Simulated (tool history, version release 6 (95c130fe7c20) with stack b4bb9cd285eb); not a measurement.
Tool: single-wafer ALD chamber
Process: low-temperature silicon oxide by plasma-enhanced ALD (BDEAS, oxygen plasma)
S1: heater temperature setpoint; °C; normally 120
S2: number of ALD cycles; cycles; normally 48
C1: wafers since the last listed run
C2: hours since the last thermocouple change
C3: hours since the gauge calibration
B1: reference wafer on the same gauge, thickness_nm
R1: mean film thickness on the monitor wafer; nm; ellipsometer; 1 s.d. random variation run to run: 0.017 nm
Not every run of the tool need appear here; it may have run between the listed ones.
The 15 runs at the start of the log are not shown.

run 16 day=8.862 | S1=124 S2=42 | C1=51 C2=33 C3=11 | B1=5.464 | R1=5.805
run 17 day=9.412 | S1=112 S2=41 | C1=70 C2=46.2 C3=24.2 | B1=5.466 | R1=5.754
run 18 day=9.908 | S1=110 S2=57 | C1=63 C2=58.1 C3=36.1 | B1=5.464 | R1=8.051
run 19 day=10.221 | S1=131 S2=45 | C1=40 C2=65.6 C3=43.6 | B1=5.464 | R1=6.141
run 20 day=10.508 | S1=110 S2=48 | C1=37 C2=72.5 C3=50.5 | B1=5.464 | R1=6.752
run 21 day=11.158 | S1=120 S2=48 | C1=83 C2=88.1 C3=66.1 | B1=5.464 | R1=6.688
run 22 day=11.55 | S1=114 S2=53 | C1=50 C2=97.5 C3=75.5 | B1=5.463 | R1=7.412
run 23 day=11.942 | S1=120 S2=42 | C1=50 C2=106.9 C3=84.9 | B1=5.463 | R1=5.839
run 24 day=12.6 | S1=125 S2=48 | C1=84 C2=122.7 C3=100.7 | B1=5.458 | R1=6.588
run 25 day=13.017 | S1=125 S2=48 | C1=53 C2=132.7 C3=110.7 | B1=5.457 | R1=6.586
run 26 day=13.438 | S1=127 S2=57 | C1=54 C2=142.8 C3=120.8 | B1=5.455 | R1=7.799
run 27 day=13.958 | S1=112 S2=41 | C1=67 C2=155.3 C3=133.3 | B1=5.453 | R1=5.75
run 28 day=14.704 | S1=131 S2=56 | C1=96 C2=173.2 C3=151.2 | B1=5.452 | R1=7.619
run 29 day=15.267 | S1=120 S2=48 | C1=72 C2=186.7 C3=164.7 | B1=5.445 | R1=6.638
run 30 day=15.517 | S1=125 S2=56 | C1=32 C2=192.7 C3=170.7 | B1=5.446 | R1=7.623
run 31 day=16.083 | S1=107 S2=53 | C1=73 C2=206.3 C3=184.3 | B1=5.443 | R1=7.493

5 ways to go on from here, each from the tool as it stands after run 31. What would each give?
run A day=16.104 | S1=120 S2=48 | C1=2 C2=206.8 C3=184.8 | B1=? | R1=?
run B day=16.104 | S1=111 S2=46 | C1=2 C2=206.8 C3=184.8 | B1=? | R1=?
run C day=16.104 | S1=134 S2=40 | C1=2 C2=206.8 C3=184.8 | B1=? | R1=?
run D day=16.104 | S1=131 S2=55 | C1=2 C2=206.8 C3=184.8 | B1=? | R1=?
run E day=16.104 | S1=120 S2=51 | C1=2 C2=206.8 C3=184.8 | B1=? | R1=?

run=A B1=5.444 R1=6.621
run=B B1=5.444 R1=6.439
run=C B1=5.444 R1=5.39
run=D B1=5.444 R1=7.449
run=E B1=5.444 R1=7.035
What these runs would have given with no unlogged condition in the tool:
run=A R1=6.641
run=B R1=6.459
run=C R1=5.407
run=D R1=7.472
run=E R1=7.056
